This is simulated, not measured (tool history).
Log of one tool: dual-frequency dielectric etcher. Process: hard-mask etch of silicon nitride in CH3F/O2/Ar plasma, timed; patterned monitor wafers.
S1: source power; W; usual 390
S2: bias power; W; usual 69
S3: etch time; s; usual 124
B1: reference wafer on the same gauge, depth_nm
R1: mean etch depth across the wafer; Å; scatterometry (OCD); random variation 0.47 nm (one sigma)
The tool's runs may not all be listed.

{"run": 1, "hour": 0.0, "S1": 390, "S2": 69, "S3": 124, "B1": 98.6, "R1": 858}
{"run": 2, "hour": 106.5, "S1": 390, "S2": 69, "S3": 124, "B1": 98.9, "R1": 859}
{"run": 3, "hour": 171.7, "S1": 390, "S2": 69, "S3": 124, "B1": 99.2, "R1": 862}
{"run": 4, "hour": 238.3, "S1": 390, "S2": 69, "S3": 124, "B1": 99.5, "R1": 860}
{"run": 5, "hour": 304.4, "S1": 390, "S2": 69, "S3": 124, "B1": 99.6, "R1": 858}
{"run": 6, "hour": 387.3, "S1": 390, "S2": 69, "S3": 124, "B1": 99.9, "R1": 861}
{"hour": 443.1, "done": "wet clean of the chamber"}
{"run": 7, "hour": 462.0, "S1": 440, "S2": 69, "S3": 124, "B1": 100.2, "R1": 890}
{"run": 8, "hour": 565.8, "S1": 440, "S2": 69, "S3": 124, "B1": 100.2, "R1": 892}
{"run": 9, "hour": 611.2, "S1": 440, "S2": 69, "S3": 124, "B1": 100.6, "R1": 896}
{"run": 10, "hour": 687.4, "S1": 390, "S2": 69, "S3": 124, "B1": 100.9, "R1": 866}
{"run": 11, "hour": 725.6, "S1": 390, "S2": 69, "S3": 124, "B1": 100.8, "R1": 870}
{"run": 12, "hour": 822.7, "S1": 390, "S2": 69, "S3": 124, "B1": 101.2, "R1": 873}
{"hour": 871.0, "done": "gauge calibrated"}
{"run": 13, "hour": 892.7, "S1": 390, "S2": 69, "S3": 124, "B1": 95, "R1": 817}
{"run": 14, "hour": 955.8, "S1": 460, "S2": 82, "S3": 91, "B1": 94.7, "R1": 666}
{"run": 15, "hour": 1014.4, "S1": 390, "S2": 69, "S3": 154, "B1": 94.8, "R1": 1011}
{"hour": 1096.5, "done": "wet clean of the chamber"}
{"run": 16, "hour": 1097.0, "S1": 390, "S2": 69, "S3": 124, "B1": 94.8, "R1": 819}
{"hour": 1114.8, "done": "source power generator calibrated"}
{"run": 17, "hour": 1181.4, "S1": 390, "S2": 69, "S3": 124, "B1": 95.1, "R1": 820}
{"run": 18, "hour": 1254.3, "S1": 390, "S2": 83, "S3": 124, "B1": 94.9, "R1": 864}
{"run": 19, "hour": 1322.2, "S1": 390, "S2": 69, "S3": 124, "B1": 94.9, "R1": 820}
{"run": 20, "hour": 1425.3, "S1": 340, "S2": 69, "S3": 95.5, "B1": 94.9, "R1": 606}
{"run": 21, "hour": 1481.1, "S1": 460, "S2": 82, "S3": 91, "B1": 95.1, "R1": 665}
{"hour": 1568.8, "done": "upper electrode replaced"}
{"run": 22, "hour": 1569.3, "S1": 480, "S2": 58, "S3": 146, "B1": 95.1, "R1": 980}
{"run": 23, "hour": 1647.2, "S1": 390, "S2": 69, "S3": 132.5, "B1": 95.1, "R1": 872}
{"hour": 1662.3, "done": "bias power generator calibrated"}
{"run": 24, "hour": 1710.2, "S1": 440, "S2": 74, "S3": 159.5, "B1": 95.3, "R1": 1108}
{"hour": 1813.0, "done": "wet clean of the chamber"}
{"run": 25, "hour": 1919.2, "S1": 390, "S2": 69, "S3": 124, "B1": 95.4, "R1": 817}
{"run": 26, "hour": 1965.9, "S1": 430, "S2": 69, "S3": 124, "B1": 95.3, "R1": 843}
{"run": 27, "hour": 2064.6, "S1": 290, "S2": 74, "S3": 147.5, "B1": 95.6, "R1": 915}
{"run": 28, "hour": 2280.6, "S1": 390, "S2": 75, "S3": 134.5, "B1": 95.7, "R1": 922}
{"run": 29, "hour": 2383.2, "S1": 310, "S2": 69, "S3": 159.5, "B1": 95.8, "R1": 991}
{"run": 30, "hour": 2479.7, "S1": 390, "S2": 61, "S3": 124, "B1": 95.9, "R1": 804}
{"hour": 2505.6, "done": "wet clean of the chamber"}
{"run": 31, "hour": 2560.4, "S1": 390, "S2": 69, "S3": 104.5, "B1": 96.2, "R1": 700}

Forecast each of these 3 alternatives for the next run:
{"run": "A", "hour": 2560.9, "S1": 390, "S2": 69, "S3": 124, "B1": "?", "R1": "?"}
{"run": "B", "hour": 2560.9, "S1": 420, "S2": 69, "S3": 124, "B1": "?", "R1": "?"}
{"run": "C", "hour": 2560.9, "S1": 390, "S2": 79, "S3": 124, "B1": "?", "R1": "?"}

run=A B1=96.3 R1=827
run=B B1=96.3 R1=844
run=C B1=96.3 R1=861
Without the tool's hidden state the same runs would have given:
run=A R1=819
run=B R1=836
run=C R1=852

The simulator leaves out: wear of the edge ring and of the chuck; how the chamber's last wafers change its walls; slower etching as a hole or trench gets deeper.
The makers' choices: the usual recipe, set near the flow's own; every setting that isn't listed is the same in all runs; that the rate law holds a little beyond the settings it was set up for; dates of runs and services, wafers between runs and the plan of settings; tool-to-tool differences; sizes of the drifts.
